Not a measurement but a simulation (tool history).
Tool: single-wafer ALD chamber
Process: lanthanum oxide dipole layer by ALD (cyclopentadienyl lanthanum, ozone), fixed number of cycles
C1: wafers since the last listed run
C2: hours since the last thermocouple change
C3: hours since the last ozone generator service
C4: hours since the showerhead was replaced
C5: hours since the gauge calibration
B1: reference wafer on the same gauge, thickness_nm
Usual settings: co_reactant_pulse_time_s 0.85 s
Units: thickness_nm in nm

Run 1, hour 0: usual settings; C1 0; C2 745.6; C3 247.8; C4 6591; C5 422.3; B1 0.483. Result: thickness_nm 0.458 nm.
Run 2, hour 102.8: usual settings; C1 1632; C2 848.4; C3 350.6; C4 6693.8; C5 525.1; B1 0.483. Result: thickness_nm 0.455 nm.
Run 3, hour 176.6: usual settings but co_reactant_pulse_time_s 0.64 s; C1 1171; C2 922.2; C3 424.4; C4 6767.6; C5 598.9; B1 0.482. Result: thickness_nm 0.418 nm.
Run 4, hour 257.8: usual settings but co_reactant_pulse_time_s 0.98 s; C1 1289; C2 1003.4; C3 505.6; C4 6848.8; C5 680.1; B1 0.482. Result: thickness_nm 0.472 nm.
Run 5, hour 314.8: usual settings but co_reactant_pulse_time_s 0.98 s; C1 905; C2 1060.4; C3 562.6; C4 6905.8; C5 737.1; B1 0.481. Result: thickness_nm 0.471 nm.
Run 6, hour 389.3: usual settings but co_reactant_pulse_time_s 0.63 s; C1 1182; C2 1134.9; C3 637.1; C4 6980.3; C5 811.6; B1 0.482. Result: thickness_nm 0.41 nm.
Run 7, hour 469.6: usual settings but co_reactant_pulse_time_s 0.63 s; C1 1274; C2 1215.2; C3 717.4; C4 7060.6; C5 891.9; B1 0.483. Result: thickness_nm 0.404 nm.
Run 8, hour 575.1: usual settings but co_reactant_pulse_time_s 0.63 s; C1 1675; C2 1320.7; C3 822.9; C4 7166.1; C5 997.4; B1 0.482. Result: thickness_nm 0.401 nm.
Run 9, hour 644.8: usual settings but co_reactant_pulse_time_s 1.06 s; C1 1106; C2 1390.4; C3 892.6; C4 7235.8; C5 1067.1; B1 0.482. Result: thickness_nm 0.47 nm.
Run 10, hour 723.9: usual settings but co_reactant_pulse_time_s 0.68 s; C1 1255; C2 1469.5; C3 971.7; C4 7314.9; C5 1146.2; B1 0.483. Result: thickness_nm 0.41 nm.
Run 11, hour 810.3: usual settings but co_reactant_pulse_time_s 1.07 s; C1 1371; C2 1555.9; C3 1058.1; C4 7401.3; C5 1232.6; B1 0.481. Result: thickness_nm 0.471 nm.
At hour 838.8: ozone generator serviced.
At hour 891.1: thermocouple changed; heater temperature recalibrated.
At hour 927.3: gauge calibrated.
At hour 1103.1: showerhead replaced.
Run 12, hour 1117.2: usual settings but co_reactant_pulse_time_s 0.74 s; C1 4491; C2 226.1; C3 278.4; C4 14.1; C5 189.9; B1 0.481. Result: thickness_nm 0.438 nm.
Run 13, hour 1181.9: usual settings but co_reactant_pulse_time_s 1.09 s; C1 1027; C2 290.8; C3 343.1; C4 78.8; C5 254.6; B1 0.482. Result: thickness_nm 0.489 nm.
Run 14, hour 1253.1: usual settings; C1 1130; C2 362; C3 414.3; C4 150; C5 325.8; B1 0.483. Result: thickness_nm 0.454 nm.
Run 15, hour 1319.7: usual settings but co_reactant_pulse_time_s 1.17 s; C1 1057; C2 428.6; C3 480.9; C4 216.6; C5 392.4; B1 0.482. Result: thickness_nm 0.498 nm.
Run 16, hour 1412.4: usual settings but co_reactant_pulse_time_s 0.6 s; C1 1471; C2 521.3; C3 573.6; C4 309.3; C5 485.1; B1 0.481. Result: thickness_nm 0.403 nm.
Run 17, hour 1506.2: usual settings but co_reactant_pulse_time_s 1.1 s; C1 1489; C2 615.1; C3 667.4; C4 403.1; C5 578.9; B1 0.483. Result: thickness_nm 0.482 nm.

The same runs without the tool's hidden state, with the same run-to-run variation:
The hidden state here: wafer temperature above the value expected at the setpoint (K); ozone dose above that of a generator just serviced (%); gauge reads high (%).
run  thickness_nm
  1         0.463
  2         0.462
  3         0.428
  4         0.482
  5         0.483
  6         0.426
  7         0.422
  8         0.421
  9         0.488
 10         0.434
 11         0.492
 12         0.446
 13         0.497
 14         0.465
 15         0.508
 16          0.42
 17         0.497
